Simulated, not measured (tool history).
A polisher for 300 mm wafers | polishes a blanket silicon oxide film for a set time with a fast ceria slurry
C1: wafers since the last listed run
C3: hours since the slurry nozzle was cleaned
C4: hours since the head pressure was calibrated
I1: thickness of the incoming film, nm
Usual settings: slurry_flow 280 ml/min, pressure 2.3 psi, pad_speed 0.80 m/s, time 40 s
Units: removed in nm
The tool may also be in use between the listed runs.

{"run": 1, "hour": 0.0, "slurry_flow": 280, "pressure": 2.3, "pad_speed": 0.8, "time": 40, "C1": 0, "wafers polished on this pad": 117, "C3": 525.4, "C4": 1375.0, "I1": 3238.2, "removed": 351.0}
{"run": 2, "hour": 37.2, "slurry_flow": 280, "pressure": 2.3, "pad_speed": 0.8, "time": 40, "C1": 281, "wafers polished on this pad": 398, "C3": 562.6, "C4": 1412.2, "I1": 3281.1, "removed": 337.1}
{"run": 3, "hour": 44.7, "slurry_flow": 280, "pressure": 2.3, "pad_speed": 0.8, "time": 40, "C1": 56, "wafers polished on this pad": 455, "C3": 570.1, "C4": 1419.7, "I1": 3205.4, "removed": 335.4}
{"run": 4, "hour": 58.9, "slurry_flow": 280, "pressure": 2.3, "pad_speed": 0.86, "time": 35, "C1": 107, "wafers polished on this pad": 562, "C3": 584.3, "C4": 1433.9, "I1": 3233.4, "removed": 309.6}
{"run": 5, "hour": 67.5, "slurry_flow": 280, "pressure": 2.3, "pad_speed": 0.86, "time": 35, "C1": 64, "wafers polished on this pad": 627, "C3": 592.9, "C4": 1442.5, "I1": 3232.5, "removed": 317.4}
{"run": 6, "hour": 80.8, "slurry_flow": 280, "pressure": 2.3, "pad_speed": 0.8, "time": 40, "C1": 100, "wafers polished on this pad": 727, "C3": 606.2, "C4": 1455.8, "I1": 3246.5, "removed": 332.5}
{"run": 7, "hour": 90.6, "slurry_flow": 280, "pressure": 2.9, "pad_speed": 0.8, "time": 36, "C1": 74, "wafers polished on this pad": 801, "C3": 616.0, "C4": 1465.6, "I1": 3198.6, "removed": 370.6}
{"hour": 95.6, "done": "worn pad replaced by a new one"}
{"run": 8, "hour": 103.4, "slurry_flow": 280, "pressure": 2.3, "pad_speed": 0.8, "time": 40, "C1": 66, "wafers polished on this pad": 59, "C3": 628.8, "C4": 1478.4, "I1": 3207.4, "removed": 316.6}
{"run": 9, "hour": 112.6, "slurry_flow": 280, "pressure": 2.3, "pad_speed": 0.8, "time": 40, "C1": 69, "wafers polished on this pad": 128, "C3": 638.0, "C4": 1487.6, "I1": 3239.3, "removed": 299.8}
{"run": 10, "hour": 129.2, "slurry_flow": 280, "pressure": 2.3, "pad_speed": 0.8, "time": 40, "C1": 125, "wafers polished on this pad": 254, "C3": 654.6, "C4": 1504.2, "I1": 3181.6, "removed": 305.3}
{"run": 11, "hour": 136.3, "slurry_flow": 280, "pressure": 2.3, "pad_speed": 0.8, "time": 40, "C1": 53, "wafers polished on this pad": 307, "C3": 661.7, "C4": 1511.3, "I1": 3229.3, "removed": 306.1}
{"hour": 144.5, "done": "head pressure recalibrated"}
{"run": 12, "hour": 153.4, "slurry_flow": 280, "pressure": 2.3, "pad_speed": 0.8, "time": 40, "C1": 114, "wafers polished on this pad": 421, "C3": 678.8, "C4": 8.9, "I1": 3167.7, "removed": 296.6}
{"run": 13, "hour": 162.0, "slurry_flow": 280, "pressure": 2.3, "pad_speed": 0.8, "time": 40, "C1": 64, "wafers polished on this pad": 486, "C3": 687.4, "C4": 17.5, "I1": 3166.6, "removed": 295.2}
{"hour": 167.7, "done": "worn pad replaced by a new one, repeated, since the last time left the tool worse"}
{"run": 14, "hour": 175.3, "slurry_flow": 280, "pressure": 2.7, "pad_speed": 0.72, "time": 40, "C1": 70, "wafers polished on this pad": 57, "C3": 700.7, "C4": 30.8, "I1": 3222.2, "removed": 365.0}
{"run": 15, "hour": 184.9, "slurry_flow": 280, "pressure": 2.3, "pad_speed": 0.8, "time": 40, "C1": 72, "wafers polished on this pad": 129, "C3": 710.3, "C4": 40.4, "I1": 3231.4, "removed": 346.0}
{"hour": 190.0, "done": "slurry nozzle cleaned"}
{"run": 16, "hour": 191.1, "slurry_flow": 280, "pressure": 2.3, "pad_speed": 1.0, "time": 40, "C1": 39, "wafers polished on this pad": 169, "C3": 1.1, "C4": 46.6, "I1": 3255.1, "removed": 433.3}
{"run": 17, "hour": 199.2, "slurry_flow": 280, "pressure": 2.3, "pad_speed": 0.8, "time": 46, "C1": 61, "wafers polished on this pad": 230, "C3": 9.2, "C4": 54.7, "I1": 3150.3, "removed": 394.7}
{"run": 18, "hour": 215.2, "slurry_flow": 230, "pressure": 2.3, "pad_speed": 1.02, "time": 50, "C1": 120, "wafers polished on this pad": 351, "C3": 25.2, "C4": 70.7, "I1": 3145.6, "removed": 511.0}
{"run": 19, "hour": 225.7, "slurry_flow": 220, "pressure": 3.0, "pad_speed": 0.72, "time": 51, "C1": 79, "wafers polished on this pad": 430, "C3": 35.7, "C4": 81.2, "I1": 3219.5, "removed": 488.4}
{"run": 20, "hour": 236.3, "slurry_flow": 280, "pressure": 2.3, "pad_speed": 0.8, "time": 40, "C1": 80, "wafers polished on this pad": 510, "C3": 46.3, "C4": 91.8, "I1": 3207.8, "removed": 322.2}
{"run": 21, "hour": 244.2, "slurry_flow": 280, "pressure": 2.3, "pad_speed": 0.8, "time": 40, "C1": 59, "wafers polished on this pad": 570, "C3": 54.2, "C4": 99.7, "I1": 3224.5, "removed": 331.4}
{"run": 22, "hour": 254.7, "slurry_flow": 280, "pressure": 2.3, "pad_speed": 0.52, "time": 26, "C1": 79, "wafers polished on this pad": 649, "C3": 64.7, "C4": 110.2, "I1": 3216.3, "removed": 142.5}
{"hour": 264.1, "done": "worn pad replaced by a new one"}
{"run": 23, "hour": 264.6, "slurry_flow": 255, "pressure": 2.5, "pad_speed": 1.04, "time": 29, "C1": 44, "wafers polished on this pad": 3, "C3": 74.6, "C4": 120.1, "I1": 3218.2, "removed": 354.0}
{"run": 24, "hour": 276.3, "slurry_flow": 200, "pressure": 2.3, "pad_speed": 1.02, "time": 40, "C1": 88, "wafers polished on this pad": 92, "C3": 86.3, "C4": 131.8, "I1": 3205.2, "removed": 424.5}
{"run": 25, "hour": 307.1, "slurry_flow": 280, "pressure": 2.3, "pad_speed": 0.8, "time": 40, "C1": 232, "wafers polished on this pad": 324, "C3": 117.1, "C4": 162.6, "I1": 3193.4, "removed": 332.8}
{"run": 26, "hour": 314.0, "slurry_flow": 185, "pressure": 2.6, "pad_speed": 0.58, "time": 36, "C1": 52, "wafers polished on this pad": 377, "C3": 124.0, "C4": 169.5, "I1": 3227.4, "removed": 237.1}

3 ways to go on from here, each from the tool as it stands after run 26. What would each give?
{"run": "A", "hour": 314.4, "slurry_flow": 280, "pressure": 2.3, "pad_speed": 0.8, "time": 40, "C1": 3, "wafers polished on this pad": 380, "C3": 124.4, "C4": 169.9, "I1": 3195.5, "removed": "?"}
{"run": "B", "hour": 314.4, "slurry_flow": 360, "pressure": 2.6, "pad_speed": 0.88, "time": 50, "C1": 3, "wafers polished on this pad": 380, "C3": 124.4, "C4": 169.9, "I1": 3195.5, "removed": "?"}
{"run": "C", "hour": 314.4, "slurry_flow": 375, "pressure": 2.3, "pad_speed": 0.8, "time": 34, "C1": 3, "wafers polished on this pad": 380, "C3": 124.4, "C4": 169.9, "I1": 3195.5, "removed": "?"}

run=A removed=323.8
run=B removed=509.5
run=C removed=282.5
Without the tool's hidden state the same runs would have given:
run=A removed=340.8
run=B removed=536.1
run=C removed=297.3

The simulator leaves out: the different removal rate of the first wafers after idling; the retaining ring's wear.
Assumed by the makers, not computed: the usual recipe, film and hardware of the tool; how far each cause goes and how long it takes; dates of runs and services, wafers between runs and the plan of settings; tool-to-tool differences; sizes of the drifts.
